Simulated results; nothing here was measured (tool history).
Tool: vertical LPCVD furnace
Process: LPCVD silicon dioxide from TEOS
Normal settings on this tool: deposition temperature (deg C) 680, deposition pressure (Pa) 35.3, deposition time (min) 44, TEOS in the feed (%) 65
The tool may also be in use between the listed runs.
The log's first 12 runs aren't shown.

run,day,deposition temperature (deg C),deposition pressure (Pa),deposition time (min),TEOS in the feed (%),wafers since the last listed run,hours since the last temperature calibration,hours since the pressure gauge was zeroed,hours since the TEOS flow controller was replaced,hours since the gauge calibration,"read-back reference wafer on the same gauge, thickness",film thickness on the monitor wafer in the middle of the boat (nm)
13,14.558,680,35.3,44,65,256,2439.8,2767.6,5751.9,46.9,194.95,171.1
14,15.138,680,35.3,44,65,141,2453.7,2781.5,5765.8,60.8,194.96,170.79
# day 16.55: thermocouples replaced and temperature profile calibrated
15,16.754,680,35.3,32,65,150,4.9,2820.3,5804.6,99.6,194.99,121.44
16,18,680,35.3,32,65,303,34.8,2850.2,5834.5,129.5,194.99,121.39
17,19.775,680,35.3,44,65,433,77.4,2892.8,5877.1,172.1,194.97,166.5
18,20.892,685,40.7,39,72,272,104.2,2919.6,5903.9,198.9,195,188.99
19,21.746,680,32.7,55.5,65,208,124.7,2940.1,5924.4,219.4,195.01,202.39
20,22.871,674,35.3,44,65,274,151.7,2967.1,5951.4,246.4,194.97,143.83
21,23.842,689,42,30.5,68,236,175,2990.4,5974.7,269.7,194.96,160.81
22,24.654,675,35.3,44,65,198,194.5,3009.9,5994.2,289.2,195.09,147.51
23,25.204,680,35.3,44,65,134,207.7,3023.1,6007.4,302.4,194.97,166.51
# day 26.254: TEOS flow controller replaced
# day 27.058: pressure gauge zeroed
24,27.079,680,35.3,60,65,17,252.7,0.5,19.8,347.4,194.97,232.65
25,27.762,684,28,37.5,65,166,269.1,16.9,36.2,363.8,194.94,142.58
26,28.954,675,26.7,44,65,290,297.7,45.5,64.8,392.4,194.98,131.15
27,30.296,686,30.7,58,71,327,329.9,77.7,97,424.6,195.08,252.33
28,30.85,690,39.3,29,65,135,343.2,91,110.3,437.9,194.94,151.09
29,31.467,680,35.3,44,65,150,358,105.8,125.1,452.7,195.04,170.29
30,32.65,680,35.3,44,65,288,386.4,134.2,153.5,481.1,194.95,170.28
31,33.408,685,35.3,54,53,185,404.6,152.4,171.7,499.3,194.96,213.35
32,37.375,684,35.3,44,65,967,499.8,247.6,266.9,594.5,194.96,187.99

Below are 3 alternative next runs, each starting from the tool's condition after run 32. Predict each:
A,37.596,680,35.3,44,65,53,505.1,252.9,272.2,599.8,?,?
B,37.596,676,35.3,29,65,53,505.1,252.9,272.2,599.8,?,?
C,37.596,680,30,29,65,53,505.1,252.9,272.2,599.8,?,?

run,"read-back reference wafer on the same gauge, thickness",film thickness on the monitor wafer in the middle of the boat (nm)
A,194.95,170.41
B,194.95,101.89
C,194.95,103.52
Take away the tool's hidden state, keep each run's random variation, and the runs would have read:
run,film thickness on the monitor wafer in the middle of the boat (nm)
A,168.89
B,100.98
C,102.57

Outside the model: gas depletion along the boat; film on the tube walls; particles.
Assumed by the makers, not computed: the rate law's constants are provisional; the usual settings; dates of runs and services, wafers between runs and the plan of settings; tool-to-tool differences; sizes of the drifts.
